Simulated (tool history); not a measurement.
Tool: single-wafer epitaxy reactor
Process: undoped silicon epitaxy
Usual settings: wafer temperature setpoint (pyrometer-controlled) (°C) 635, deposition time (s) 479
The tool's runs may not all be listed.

| run | hour | wafer temperature setpoint (pyrometer-controlled) (°C) | deposition time (s) | wafers since the last listed run | hours since the last pyrometer calibration | hours since the gauge calibration | read-back reference wafer on the same gauge, thickness_nm | mean film thickness on the monitor wafer (Å) |
|---|---|---|---|---|---|---|---|---|
| 1 | 0 | 632 | 507 | 0 | 1174.5 | 232.8 | 55.358 | 551.93 |
| 2 | 29.3 | 632 | 507 | 139 | 1203.8 | 262.1 | 55.336 | 543.38 |
| 3 | 55.3 | 635 | 479 | 123 | 1229.8 | 288.1 | 55.349 | 547.74 |
| 4 | 112.3 | 635 | 479 | 271 | 1286.8 | 345.1 | 55.378 | 539.12 |
| 5 | 133.5 | 635 | 479 | 101 | 1308 | 366.3 | 55.512 | 549.3 |
| 6 | 164.1 | 635 | 479 | 145 | 1338.6 | 396.9 | 55.366 | 539.42 |
| 7 | 189.6 | 635 | 479 | 121 | 1364.1 | 422.4 | 55.39 | 542.76 |
|  | 210.2 | pyrometer calibrated |
| 8 | 225.3 | 635 | 479 | 132 | 15.1 | 458.1 | 55.436 | 611 |
|  | 237.9 | gauge calibrated |
| 9 | 239.5 | 635 | 479 | 67 | 29.3 | 1.6 | 55.427 | 609.08 |
| 10 | 251.7 | 635 | 479 | 58 | 41.5 | 13.8 | 55.477 | 605.19 |
| 11 | 279.4 | 635 | 479 | 132 | 69.2 | 41.5 | 55.328 | 603.97 |
| 12 | 313.6 | 635 | 479 | 162 | 103.4 | 75.7 | 55.261 | 602.1 |
| 13 | 347.3 | 635 | 479 | 160 | 137.1 | 109.4 | 55.35 | 610.73 |
| 14 | 369 | 649 | 479 | 103 | 158.8 | 131.1 | 55.353 | 786.5 |
| 15 | 382.7 | 624 | 479 | 65 | 172.5 | 144.8 | 55.369 | 483.93 |
| 16 | 411.8 | 641 | 479 | 138 | 201.6 | 173.9 | 55.45 | 675.14 |
| 17 | 434.2 | 632 | 507 | 106 | 224 | 196.3 | 55.262 | 595.22 |
| 18 | 463.2 | 630 | 521 | 138 | 253 | 225.3 | 55.419 | 589.6 |

Run 19 comes next. What will it give?
| 19 | 498 | 639 | 514 | 165 | 287.8 | 260.1 | ? | ? |

Run 19 gave read-back reference wafer on the same gauge, thickness_nm 55.457, mean film thickness on the monitor wafer (Å) 694.31.
Without the tool's hidden state the same run would have given mean film thickness on the monitor wafer (Å) 707.78.
